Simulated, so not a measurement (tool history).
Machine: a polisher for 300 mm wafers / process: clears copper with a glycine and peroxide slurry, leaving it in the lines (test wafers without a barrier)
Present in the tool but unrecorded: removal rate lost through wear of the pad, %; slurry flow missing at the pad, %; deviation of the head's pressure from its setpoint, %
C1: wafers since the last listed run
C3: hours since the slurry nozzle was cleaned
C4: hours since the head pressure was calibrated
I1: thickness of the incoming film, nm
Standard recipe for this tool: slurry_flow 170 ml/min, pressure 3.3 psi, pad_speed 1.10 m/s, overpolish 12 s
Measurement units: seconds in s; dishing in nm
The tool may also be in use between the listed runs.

Run 1, hour 0.0: usual settings but slurry_flow 155 ml/min; C1 0; wafers polished on this pad 1157; C3 75.6; C4 96.4; I1 516.4. Result: seconds 59.9 s, dishing 58.0 nm.
Run 2, hour 20.8: usual settings but slurry_flow 155 ml/min; C1 158; wafers polished on this pad 1315; C3 96.4; C4 117.2; I1 519.5. Result: seconds 61.8 s, dishing 57.4 nm.
Run 3, hour 41.9: usual settings but slurry_flow 155 ml/min; C1 160; wafers polished on this pad 1476; C3 117.5; C4 138.3; I1 513.7. Result: seconds 59.7 s, dishing 60.5 nm.
Run 4, hour 65.4: usual settings; C1 179; wafers polished on this pad 1655; C3 141.0; C4 161.8; I1 507.8. Result: seconds 59.1 s, dishing 58.6 nm.
At hour 70.8: worn pad replaced by a new one.
Run 5, hour 99.3: usual settings; C1 227; wafers polished on this pad 216; C3 174.9; C4 195.7; I1 502.6. Result: seconds 57.7 s, dishing 60.4 nm.
Run 6, hour 131.3: usual settings; C1 243; wafers polished on this pad 460; C3 206.9; C4 227.7; I1 515.3. Result: seconds 59.0 s, dishing 58.9 nm.
At hour 152.6: slurry nozzle cleaned.
Run 7, hour 162.4: usual settings; C1 229; wafers polished on this pad 690; C3 9.8; C4 258.8; I1 515.9. Result: seconds 59.3 s, dishing 59.0 nm.
Run 8, hour 259.4: usual settings; C1 739; wafers polished on this pad 1429; C3 106.8; C4 355.8; I1 503.6. Result: seconds 58.0 s, dishing 59.7 nm.
Run 9, hour 288.1: usual settings but overpolish 7 s; C1 218; wafers polished on this pad 1647; C3 135.5; C4 384.5; I1 512.0. Result: seconds 58.3 s, dishing 38.9 nm.
At hour 306.0: worn pad replaced by a new one.
Run 10, hour 306.4: usual settings but overpolish 7 s; C1 108; wafers polished on this pad 2; C3 153.8; C4 402.8; I1 498.5. Result: seconds 57.3 s, dishing 39.7 nm.
Run 11, hour 324.4: usual settings; C1 137; wafers polished on this pad 139; C3 171.8; C4 420.8; I1 514.4. Result: seconds 58.9 s, dishing 59.4 nm.
Run 12, hour 340.5: usual settings; C1 122; wafers polished on this pad 262; C3 187.9; C4 436.9; I1 515.8. Result: seconds 59.3 s, dishing 59.1 nm.
At hour 348.5: head pressure recalibrated.
Run 13, hour 354.7: usual settings; C1 92; wafers polished on this pad 355; C3 202.1; C4 6.2; I1 510.7. Result: seconds 59.1 s, dishing 59.6 nm.
At hour 379.7: slurry nozzle cleaned.
Run 14, hour 388.4: usual settings but overpolish 15 s; C1 249; wafers polished on this pad 604; C3 8.7; C4 39.9; I1 507.8. Result: seconds 58.8 s, dishing 68.2 nm.
Run 15, hour 413.4: usual settings but overpolish 9 s; C1 190; wafers polished on this pad 795; C3 33.7; C4 64.9; I1 504.0. Result: seconds 59.2 s, dishing 46.8 nm.
Run 16, hour 435.8: usual settings but slurry_flow 200 ml/min, pad_speed 0.78 m/s; C1 170; wafers polished on this pad 966; C3 56.1; C4 87.3; I1 498.5. Result: seconds 68.6 s, dishing 55.0 nm.
Run 17, hour 458.1: usual settings; C1 169; wafers polished on this pad 1135; C3 78.4; C4 109.6; I1 509.9. Result: seconds 58.7 s, dishing 62.3 nm.
Run 18, hour 478.4: usual settings but slurry_flow 200 ml/min, pad_speed 1.28 m/s, overpolish 10 s; C1 154; wafers polished on this pad 1290; C3 98.7; C4 129.9; I1 511.8. Result: seconds 52.5 s, dishing 56.4 nm.
Run 19, hour 508.9: usual settings but pressure 4.2 psi, overpolish 17 s; C1 232; wafers polished on this pad 1523; C3 129.2; C4 160.4; I1 506.9. Result: seconds 47.5 s, dishing 86.7 nm.
At hour 533.1: worn pad replaced by a new one.
Run 20, hour 537.8: usual settings but pressure 2.2 psi, overpolish 16 s; C1 189; wafers polished on this pad 36; C3 158.1; C4 189.3; I1 507.7. Result: seconds 81.7 s, dishing 57.7 nm.
Run 21, hour 563.2: usual settings but slurry_flow 200 ml/min, pad_speed 1.28 m/s, overpolish 10 s; C1 193; wafers polished on this pad 229; C3 183.5; C4 214.7; I1 516.6. Result: seconds 53.6 s, dishing 57.3 nm.
Run 22, hour 584.1: usual settings but slurry_flow 120 ml/min, pressure 2.2 psi, pad_speed 0.76 m/s, overpolish 16 s; C1 159; wafers polished on this pad 388; C3 204.4; C4 235.6; I1 506.7. Result: seconds 106.0 s, dishing 46.3 nm.
At hour 603.3: slurry nozzle cleaned.
Run 23, hour 606.4: usual settings but slurry_flow 210 ml/min, pressure 3.7 psi, overpolish 19 s; C1 162; wafers polished on this pad 551; C3 3.1; C4 257.9; I1 513.8. Result: seconds 52.4 s, dishing 85.3 nm.
Run 24, hour 621.3: usual settings but slurry_flow 155 ml/min; C1 113; wafers polished on this pad 664; C3 18.0; C4 272.8; I1 504.0. Result: seconds 58.8 s, dishing 60.8 nm.
Run 25, hour 650.4: usual settings; C1 221; wafers polished on this pad 886; C3 47.1; C4 301.9; I1 514.6. Result: seconds 59.8 s, dishing 59.9 nm.
Run 26, hour 670.0: usual settings but overpolish 5 s; C1 149; wafers polished on this pad 1035; C3 66.7; C4 321.5; I1 513.1. Result: seconds 59.5 s, dishing 29.3 nm.
Run 27, hour 702.1: usual settings but slurry_flow 225 ml/min, pressure 2.3 psi, overpolish 18 s; C1 244; wafers polished on this pad 1280; C3 98.8; C4 353.6; I1 509.2. Result: seconds 77.3 s, dishing 65.8 nm.
Run 28, hour 723.7: usual settings; C1 164; wafers polished on this pad 1445; C3 120.4; C4 375.2; I1 504.8. Result: seconds 58.0 s, dishing 61.2 nm.
At hour 742.5: worn pad replaced by a new one.
At hour 748.6: head pressure recalibrated.
Run 29, hour 772.5: usual settings but slurry_flow 190 ml/min, overpolish 16 s; C1 326; wafers polished on this pad 213; C3 169.2; C4 23.9; I1 511.5. Result: seconds 58.0 s, dishing 74.6 nm.
Run 30, hour 791.0: usual settings but slurry_flow 145 ml/min, pressure 3.9 psi, pad_speed 1.32 m/s, overpolish 6 s; C1 140; wafers polished on this pad 354; C3 187.7; C4 42.4; I1 517.4. Result: seconds 47.3 s, dishing 42.8 nm.
Run 31, hour 813.6: usual settings but overpolish 19 s; C1 172; wafers polished on this pad 526; C3 210.3; C4 65.0; I1 505.0. Result: seconds 58.5 s, dishing 80.0 nm.
Run 32, hour 831.1: usual settings but pressure 2.8 psi, pad_speed 1.20 m/s, overpolish 9 s; C1 133; wafers polished on this pad 659; C3 227.8; C4 82.5; I1 517.7. Result: seconds 64.7 s, dishing 44.5 nm.
Run 33, hour 846.2: usual settings but pressure 2.4 psi, overpolish 17 s; C1 115; wafers polished on this pad 774; C3 242.9; C4 97.6; I1 518.7. Result: seconds 78.1 s, dishing 63.8 nm.
Run 34, hour 865.5: usual settings but slurry_flow 130 ml/min, pressure 4.1 psi, overpolish 15 s; C1 147; wafers polished on this pad 921; C3 262.2; C4 116.9; I1 518.0. Result: seconds 51.4 s, dishing 78.1 nm.
At hour 881.4: slurry nozzle cleaned.
Run 35, hour 897.3: usual settings but overpolish 18 s; C1 234; wafers polished on this pad 1156; C3 15.9; C4 148.7; I1 508.2. Result: seconds 59.1 s, dishing 80.5 nm.

Below are 3 alternative next runs, each starting from the tool's condition after run 35. Predict each:
Run A, hour 897.7: usual settings; C1 3; wafers polished on this pad 1159; C3 16.3; C4 149.1; I1 503.2. Result: seconds ?, dishing ?.
Run B, hour 897.7: usual settings but slurry_flow 120 ml/min, pressure 2.6 psi, pad_speed 0.96 m/s; C1 3; wafers polished on this pad 1159; C3 16.3; C4 149.1; I1 503.2. Result: seconds ?, dishing ?.
Run C, hour 897.7: usual settings but slurry_flow 130 ml/min, pressure 3.8 psi, pad_speed 1.20 m/s, overpolish 14 s; C1 3; wafers polished on this pad 1159; C3 16.3; C4 149.1; I1 503.2. Result: seconds ?, dishing ?.

run  seconds  dishing
  A     57.7     59.1
  B     80.7     45.6
  C     50.3     72.4
With no hidden state in the tool, these same runs would have given:
run  seconds  dishing
  A     57.7     59.1
  B     80.7     45.6
  C     50.3     72.4

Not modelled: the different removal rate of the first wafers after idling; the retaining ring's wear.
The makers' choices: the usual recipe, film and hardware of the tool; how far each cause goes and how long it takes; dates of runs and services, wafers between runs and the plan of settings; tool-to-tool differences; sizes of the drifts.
